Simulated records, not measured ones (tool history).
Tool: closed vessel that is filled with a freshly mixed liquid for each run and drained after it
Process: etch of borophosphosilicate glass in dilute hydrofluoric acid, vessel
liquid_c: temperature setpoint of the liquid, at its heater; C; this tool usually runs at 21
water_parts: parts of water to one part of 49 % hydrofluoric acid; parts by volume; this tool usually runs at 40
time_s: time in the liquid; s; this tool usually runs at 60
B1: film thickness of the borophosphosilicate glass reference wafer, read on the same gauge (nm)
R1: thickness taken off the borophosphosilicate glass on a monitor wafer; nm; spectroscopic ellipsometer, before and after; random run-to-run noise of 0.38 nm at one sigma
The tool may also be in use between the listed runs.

{"run": 1, "hour": 0.0, "liquid_c": 21, "water_parts": 50, "time_s": 60, "B1": 120, "R1": 39.8}
{"run": 2, "hour": 12.7, "liquid_c": 24, "water_parts": 40, "time_s": 60, "B1": 120.03, "R1": 57.36}
{"run": 3, "hour": 23.1, "liquid_c": 21, "water_parts": 40, "time_s": 60, "B1": 120, "R1": 50.42}
{"run": 4, "hour": 29.8, "liquid_c": 21, "water_parts": 40, "time_s": 60, "B1": 120, "R1": 50.05}
{"run": 5, "hour": 47.7, "liquid_c": 23, "water_parts": 40, "time_s": 60, "B1": 120, "R1": 54.9}
{"run": 6, "hour": 60.6, "liquid_c": 23, "water_parts": 40, "time_s": 60, "B1": 120, "R1": 55.08}
{"run": 7, "hour": 71.8, "liquid_c": 21, "water_parts": 40, "time_s": 60, "B1": 119.98, "R1": 50.53}
{"hour": 74.0, "done": "gauge calibrated"}
{"run": 8, "hour": 88.4, "liquid_c": 21, "water_parts": 40, "time_s": 60, "B1": 120, "R1": 50.47}
{"run": 9, "hour": 100.4, "liquid_c": 21, "water_parts": 40, "time_s": 60, "B1": 119.99, "R1": 51.2}
{"run": 10, "hour": 115.1, "liquid_c": 26, "water_parts": 30, "time_s": 85, "B1": 120.01, "R1": 119.59}
{"run": 11, "hour": 127.8, "liquid_c": 21, "water_parts": 40, "time_s": 60, "B1": 120, "R1": 51.16}
{"run": 12, "hour": 144.1, "liquid_c": 21, "water_parts": 40, "time_s": 60, "B1": 120, "R1": 50.86}
{"run": 13, "hour": 154.5, "liquid_c": 21, "water_parts": 40, "time_s": 60, "B1": 120, "R1": 50.49}
{"run": 14, "hour": 164.2, "liquid_c": 19.5, "water_parts": 55, "time_s": 60, "B1": 120.02, "R1": 34.15}
{"run": 15, "hour": 182.1, "liquid_c": 19.5, "water_parts": 60, "time_s": 45, "B1": 120, "R1": 23.23}
{"run": 16, "hour": 189.3, "liquid_c": 21, "water_parts": 30, "time_s": 60, "B1": 119.98, "R1": 68.5}
{"run": 17, "hour": 202.8, "liquid_c": 21, "water_parts": 40, "time_s": 50, "B1": 119.99, "R1": 42.9}
{"run": 18, "hour": 210.6, "liquid_c": 25.5, "water_parts": 40, "time_s": 60, "B1": 119.99, "R1": 61.49}
{"run": 19, "hour": 223.6, "liquid_c": 25.5, "water_parts": 40, "time_s": 35, "B1": 120, "R1": 36.27}
{"run": 20, "hour": 238.4, "liquid_c": 21, "water_parts": 40, "time_s": 60, "B1": 120, "R1": 50.78}
{"run": 21, "hour": 253.7, "liquid_c": 17, "water_parts": 30, "time_s": 35, "B1": 119.99, "R1": 33.98}
{"run": 22, "hour": 268.4, "liquid_c": 17, "water_parts": 20, "time_s": 50, "B1": 119.99, "R1": 74.39}
{"run": 23, "hour": 279.5, "liquid_c": 19.5, "water_parts": 55, "time_s": 30, "B1": 119.99, "R1": 17.34}
{"run": 24, "hour": 294.5, "liquid_c": 21, "water_parts": 40, "time_s": 60, "B1": 120.03, "R1": 50.88}
{"run": 25, "hour": 302.3, "liquid_c": 24.5, "water_parts": 25, "time_s": 80, "B1": 120, "R1": 129.78}
{"run": 26, "hour": 315.7, "liquid_c": 21, "water_parts": 40, "time_s": 60, "B1": 120.01, "R1": 51.53}

Run 27 is up next; what results do you expect?
{"run": 27, "hour": 327.7, "liquid_c": 19, "water_parts": 50, "time_s": 60, "B1": "?", "R1": "?"}

{"run 27": {"B1": 119.99, "R1": 37.13}}
Had the tool carried no hidden state, the very same run would have given R1 36.11 nm.
